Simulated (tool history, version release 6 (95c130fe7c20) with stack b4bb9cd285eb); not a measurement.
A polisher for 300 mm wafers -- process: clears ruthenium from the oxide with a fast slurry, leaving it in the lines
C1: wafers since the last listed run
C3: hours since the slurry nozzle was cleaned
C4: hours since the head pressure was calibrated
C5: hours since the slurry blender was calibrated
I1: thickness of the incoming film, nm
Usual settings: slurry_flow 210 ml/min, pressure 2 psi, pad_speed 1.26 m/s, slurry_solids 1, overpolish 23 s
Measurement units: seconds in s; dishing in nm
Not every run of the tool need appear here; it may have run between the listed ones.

{"run": 1, "hour": 0.0, "slurry_flow": 210, "pressure": 1.6, "pad_speed": 1.26, "slurry_solids": 0.8, "overpolish": 23, "C1": 0, "wafers polished on this pad": 649, "C3": 51.5, "C4": 384.7, "C5": 205.4, "I1": 279.1, "seconds": 87.3, "dishing": 48.2}
{"run": 2, "hour": 54.6, "slurry_flow": 210, "pressure": 1.6, "pad_speed": 1.26, "slurry_solids": 0.8, "overpolish": 23, "C1": 462, "wafers polished on this pad": 1112, "C3": 106.1, "C4": 439.3, "C5": 260, "I1": 281, "seconds": 86.3, "dishing": 50.5}
{"run": 3, "hour": 125.9, "slurry_flow": 210, "pressure": 1.6, "pad_speed": 1.26, "slurry_solids": 0.8, "overpolish": 23, "C1": 604, "wafers polished on this pad": 1716, "C3": 177.4, "C4": 510.6, "C5": 331.3, "I1": 280.9, "seconds": 88.2, "dishing": 49}
{"hour": 163.4, "done": "head pressure recalibrated"}
{"hour": 312.5, "done": "slurry blender recalibrated"}
{"run": 4, "hour": 409.0, "slurry_flow": 210, "pressure": 2, "pad_speed": 1.26, "slurry_solids": 1, "overpolish": 23, "C1": 2364, "wafers polished on this pad": 4081, "C3": 460.5, "C4": 245.6, "C5": 96.5, "I1": 274.1, "seconds": 69.3, "dishing": 58.2}
{"run": 5, "hour": 474.0, "slurry_flow": 210, "pressure": 2, "pad_speed": 1.26, "slurry_solids": 1, "overpolish": 23, "C1": 550, "wafers polished on this pad": 4632, "C3": 525.5, "C4": 310.6, "C5": 161.5, "I1": 282.7, "seconds": 73.5, "dishing": 56.9}
{"hour": 516.2, "done": "worn pad replaced by a new one"}
{"run": 6, "hour": 570.9, "slurry_flow": 210, "pressure": 2, "pad_speed": 1.26, "slurry_solids": 1, "overpolish": 23, "C1": 787, "wafers polished on this pad": 463, "C3": 622.4, "C4": 407.5, "C5": 258.4, "I1": 283.5, "seconds": 65.4, "dishing": 63.2}
{"run": 7, "hour": 617.8, "slurry_flow": 210, "pressure": 2, "pad_speed": 1.26, "slurry_solids": 1, "overpolish": 23, "C1": 397, "wafers polished on this pad": 860, "C3": 669.3, "C4": 454.4, "C5": 305.3, "I1": 279.5, "seconds": 64.2, "dishing": 64.1}
{"run": 8, "hour": 680.5, "slurry_flow": 210, "pressure": 2, "pad_speed": 1.26, "slurry_solids": 1, "overpolish": 23, "C1": 531, "wafers polished on this pad": 1391, "C3": 732, "C4": 517.1, "C5": 368, "I1": 273.6, "seconds": 63.6, "dishing": 64.6}
{"hour": 744.8, "done": "head pressure recalibrated"}
{"run": 9, "hour": 745.3, "slurry_flow": 210, "pressure": 2, "pad_speed": 1.26, "slurry_solids": 1, "overpolish": 23, "C1": 532, "wafers polished on this pad": 1923, "C3": 796.8, "C4": 0.5, "C5": 432.8, "I1": 275.9, "seconds": 65.5, "dishing": 61.9}
{"run": 10, "hour": 781.1, "slurry_flow": 210, "pressure": 2, "pad_speed": 1.26, "slurry_solids": 1, "overpolish": 23, "C1": 303, "wafers polished on this pad": 2227, "C3": 832.6, "C4": 36.3, "C5": 468.6, "I1": 276.5, "seconds": 65.7, "dishing": 59.7}
{"hour": 810.3, "done": "slurry nozzle cleaned"}
{"hour": 826.7, "done": "slurry blender recalibrated"}
{"run": 11, "hour": 876.1, "slurry_flow": 210, "pressure": 2, "pad_speed": 1.26, "slurry_solids": 1, "overpolish": 23, "C1": 779, "wafers polished on this pad": 3006, "C3": 65.8, "C4": 131.3, "C5": 49.4, "I1": 277.1, "seconds": 67.6, "dishing": 60.4}
{"run": 12, "hour": 916.6, "slurry_flow": 210, "pressure": 2, "pad_speed": 1.26, "slurry_solids": 1, "overpolish": 23, "C1": 343, "wafers polished on this pad": 3349, "C3": 106.3, "C4": 171.8, "C5": 89.9, "I1": 277.6, "seconds": 66.9, "dishing": 60.6}
{"run": 13, "hour": 993.7, "slurry_flow": 210, "pressure": 2, "pad_speed": 1.26, "slurry_solids": 0.75, "overpolish": 18, "C1": 653, "wafers polished on this pad": 4003, "C3": 183.4, "C4": 248.9, "C5": 167, "I1": 280.1, "seconds": 84.8, "dishing": 42.3}
{"hour": 1006.5, "done": "worn pad replaced by a new one"}
{"run": 14, "hour": 1055.1, "slurry_flow": 210, "pressure": 2, "pad_speed": 1.1, "slurry_solids": 1, "overpolish": 27, "C1": 486, "wafers polished on this pad": 411, "C3": 244.8, "C4": 310.3, "C5": 228.4, "I1": 278.7, "seconds": 73.8, "dishing": 65.3}
{"run": 15, "hour": 1118.1, "slurry_flow": 240, "pressure": 2, "pad_speed": 1.26, "slurry_solids": 1, "overpolish": 12, "C1": 533, "wafers polished on this pad": 945, "C3": 307.8, "C4": 373.3, "C5": 291.4, "I1": 282.3, "seconds": 63.8, "dishing": 36.8}
{"run": 16, "hour": 1186.2, "slurry_flow": 210, "pressure": 2.3, "pad_speed": 1.26, "slurry_solids": 1, "overpolish": 23, "C1": 577, "wafers polished on this pad": 1522, "C3": 375.9, "C4": 441.4, "C5": 359.5, "I1": 285.3, "seconds": 60.5, "dishing": 68.2}
{"run": 17, "hour": 1259.3, "slurry_flow": 145, "pressure": 1.3, "pad_speed": 1.26, "slurry_solids": 1, "overpolish": 23, "C1": 619, "wafers polished on this pad": 2141, "C3": 449, "C4": 514.5, "C5": 432.6, "I1": 277, "seconds": 93.1, "dishing": 46.3}
{"run": 18, "hour": 1301.2, "slurry_flow": 245, "pressure": 2.5, "pad_speed": 1.26, "slurry_solids": 1, "overpolish": 23, "C1": 355, "wafers polished on this pad": 2496, "C3": 490.9, "C4": 556.4, "C5": 474.5, "I1": 280.8, "seconds": 54.9, "dishing": 70.1}
{"hour": 1310.7, "done": "head pressure recalibrated"}
{"run": 19, "hour": 1356.5, "slurry_flow": 210, "pressure": 2, "pad_speed": 1.26, "slurry_solids": 1, "overpolish": 23, "C1": 451, "wafers polished on this pad": 2948, "C3": 546.2, "C4": 45.8, "C5": 529.8, "I1": 274.2, "seconds": 66.3, "dishing": 58.9}
{"hour": 1402.4, "done": "slurry blender recalibrated"}
{"run": 20, "hour": 1452.8, "slurry_flow": 210, "pressure": 1.3, "pad_speed": 0.86, "slurry_solids": 1, "overpolish": 23, "C1": 799, "wafers polished on this pad": 3747, "C3": 642.5, "C4": 142.1, "C5": 50.4, "I1": 279.6, "seconds": 139, "dishing": 32.7}
{"hour": 1457.6, "done": "worn pad replaced by a new one"}
{"hour": 1525.9, "done": "slurry nozzle cleaned"}
{"run": 21, "hour": 1529.5, "slurry_flow": 210, "pressure": 2, "pad_speed": 1.26, "slurry_solids": 1.1, "overpolish": 23, "C1": 607, "wafers polished on this pad": 600, "C3": 3.6, "C4": 218.8, "C5": 127.1, "I1": 279.1, "seconds": 62, "dishing": 65.5}
{"run": 22, "hour": 1615.8, "slurry_flow": 280, "pressure": 2, "pad_speed": 1.4, "slurry_solids": 1.2, "overpolish": 16, "C1": 731, "wafers polished on this pad": 1331, "C3": 89.9, "C4": 305.1, "C5": 213.4, "I1": 280, "seconds": 51.6, "dishing": 56}
{"run": 23, "hour": 1686.9, "slurry_flow": 210, "pressure": 2, "pad_speed": 0.92, "slurry_solids": 1, "overpolish": 9, "C1": 602, "wafers polished on this pad": 1934, "C3": 161, "C4": 376.2, "C5": 284.5, "I1": 277.3, "seconds": 88.7, "dishing": 20.9}
{"run": 24, "hour": 1725.4, "slurry_flow": 245, "pressure": 1.8, "pad_speed": 1.64, "slurry_solids": 1, "overpolish": 23, "C1": 326, "wafers polished on this pad": 2260, "C3": 199.5, "C4": 414.7, "C5": 323, "I1": 280.2, "seconds": 53.3, "dishing": 71.4}
{"hour": 1909.4, "done": "head pressure recalibrated"}
{"hour": 1914.8, "done": "slurry blender recalibrated"}
{"run": 25, "hour": 1916.2, "slurry_flow": 210, "pressure": 2, "pad_speed": 1.26, "slurry_solids": 1, "overpolish": 28, "C1": 1582, "wafers polished on this pad": 3842, "C3": 390.3, "C4": 6.8, "C5": 1.4, "I1": 274.4, "seconds": 68.9, "dishing": 69.6}
{"hour": 1934.4, "done": "worn pad replaced by a new one"}
{"run": 26, "hour": 2005.8, "slurry_flow": 210, "pressure": 2, "pad_speed": 1.26, "slurry_solids": 1, "overpolish": 23, "C1": 725, "wafers polished on this pad": 604, "C3": 479.9, "C4": 96.4, "C5": 91, "I1": 285.5, "seconds": 65.8, "dishing": 63.3}
{"run": 27, "hour": 2043.0, "slurry_flow": 210, "pressure": 1.7, "pad_speed": 1.26, "slurry_solids": 0.85, "overpolish": 23, "C1": 315, "wafers polished on this pad": 920, "C3": 517.1, "C4": 133.6, "C5": 128.2, "I1": 280.1, "seconds": 80.4, "dishing": 53.2}
{"run": 28, "hour": 2145.6, "slurry_flow": 210, "pressure": 2, "pad_speed": 1.26, "slurry_solids": 1, "overpolish": 23, "C1": 869, "wafers polished on this pad": 1789, "C3": 619.7, "C4": 236.2, "C5": 230.8, "I1": 276.6, "seconds": 63.4, "dishing": 61.6}

Measured result minus the same run's result without the hidden state. Both carry the same run-to-run variation, though not necessarily the same gauge scatter:
Hidden conditions of the tool in this case: removal rate lost through wear of the pad, %; slurry flow missing at the pad, %; deviation of the head's pressure from its setpoint, %; abrasive missing from the slurry, %.
run=1 seconds=+1.4 dishing=-0.6
run=2 seconds=+1.7 dishing=-0.8
run=3 seconds=+2.5 dishing=-1.2
run=4 seconds=+7 dishing=-5.1
run=5 seconds=+9.3 dishing=-6.3
run=6 seconds=+0.3 dishing=-0.1
run=7 seconds=+0.4 dishing=-0.3
run=8 seconds=+0.8 dishing=-0.6
run=9 seconds=+1.4 dishing=-1.1
run=10 seconds=+1.8 dishing=-1.3
run=11 seconds=+3.4 dishing=-2.5
run=12 seconds=+4.1 dishing=-3.1
run=13 seconds=+7.4 dishing=-3.4
run=14 seconds=+0.7 dishing=-0.4
run=15 seconds=+0.8 dishing=-0.5
run=16 seconds=+1.3 dishing=-1.1
run=17 seconds=+3 dishing=-1.3
run=18 seconds=+2.2 dishing=-2.2
run=19 seconds=+3.6 dishing=-2.6
run=20 seconds=+11.4 dishing=-2.6
run=21 seconds=+0.4 dishing=-0.3
run=22 seconds=+0.7 dishing=-0.6
run=23 seconds=+2.1 dishing=-0.4
run=24 seconds=+1.6 dishing=-1.7
run=25 seconds=+5.7 dishing=-4.6
run=26 seconds=+1.3 dishing=-1
run=27 seconds=+1.8 dishing=-0.9
run=28 seconds=+2.1 dishing=-1.7

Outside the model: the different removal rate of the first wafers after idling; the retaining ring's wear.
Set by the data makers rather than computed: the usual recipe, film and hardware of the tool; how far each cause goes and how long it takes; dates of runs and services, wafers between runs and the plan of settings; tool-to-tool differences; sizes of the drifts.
